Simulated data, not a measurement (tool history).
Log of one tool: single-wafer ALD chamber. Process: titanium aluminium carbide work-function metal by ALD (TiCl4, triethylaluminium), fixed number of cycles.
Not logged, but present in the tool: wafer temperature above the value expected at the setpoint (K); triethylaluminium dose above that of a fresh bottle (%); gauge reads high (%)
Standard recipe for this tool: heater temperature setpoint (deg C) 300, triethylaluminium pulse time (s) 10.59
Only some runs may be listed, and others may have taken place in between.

run	day	heater temperature setpoint (deg C)	triethylaluminium pulse time (s)	wafers since the last listed run	hours since the last thermocouple change	hours since the last triethylaluminium bottle change	hours since the showerhead was replaced	hours since the gauge calibration	read-back reference wafer on the same gauge, thickness_nm	mean film thickness on the monitor wafer (nm)
1	0	300	12.58	0	2091.5	928.8	3582.3	40.7	2.308	1.999
2	0.312	300	10.59	104	2099	936.3	3589.8	48.2	2.311	1.967
3	0.592	300	10.59	93	2105.7	943	3596.5	54.9	2.309	1.958
4	1.862	290	12.5	426	2136.2	973.5	3627	85.4	2.31	1.904
5	2.479	300	10.59	207	2151	988.3	3641.8	100.2	2.309	1.946
6	2.842	300	10.59	121	2159.7	997	3650.5	108.9	2.309	1.94
7	3.233	300	10.59	131	2169.1	1006.4	3659.9	118.3	2.312	1.945
8	3.496	300	10.59	88	2175.4	1012.7	3666.2	124.6	2.311	1.939
# day 4.271: thermocouple changed; heater temperature recalibrated
9	4.292	300	10.59	155	0.5	1031.8	3685.3	143.7	2.31	1.93
10	4.617	294	13.21	109	8.3	1039.6	3693.1	151.5	2.309	1.948
# day 5.158: showerhead replaced
11	5.358	311	13.4	137	26.1	1057.4	4.8	169.3	2.31	2.07
12	5.662	315	9.3	102	33.4	1064.7	12.1	176.6	2.309	1.99
# day 6.171: triethylaluminium bottle replaced
13	6.188	300	10.59	64	46	0.4	24.7	189.2	2.309	2.025
# day 6.333: gauge calibrated
14	6.512	289	7.76	109	53.8	8.2	32.5	4.3	2.311	1.863
15	6.9	309	8.91	130	63.1	17.5	41.8	13.6	2.309	2.051
16	7.504	287	8.59	202	77.6	32	56.3	28.1	2.31	1.877
17	8.021	308	13.31	173	90	44.4	68.7	40.5	2.309	2.107

4 options for the next run, each taken on its own from the tool as it stands now. Forecast them:
A	8.038	300	10.59	5	90.4	44.8	69.1	40.9	?	?
B	8.038	295	12.53	5	90.4	44.8	69.1	40.9	?	?
C	8.038	307	7.72	5	90.4	44.8	69.1	40.9	?	?
D	8.038	290	7.9	5	90.4	44.8	69.1	40.9	?	?

run	read-back reference wafer on the same gauge, thickness_nm	mean film thickness on the monitor wafer (nm)
A	2.31	2.012
B	2.31	1.997
C	2.31	1.999
D	2.31	1.878
What these runs would have given with no unlogged condition in the tool:
run	mean film thickness on the monitor wafer (nm)
A	2.018
B	2.001
C	2.009
D	1.887
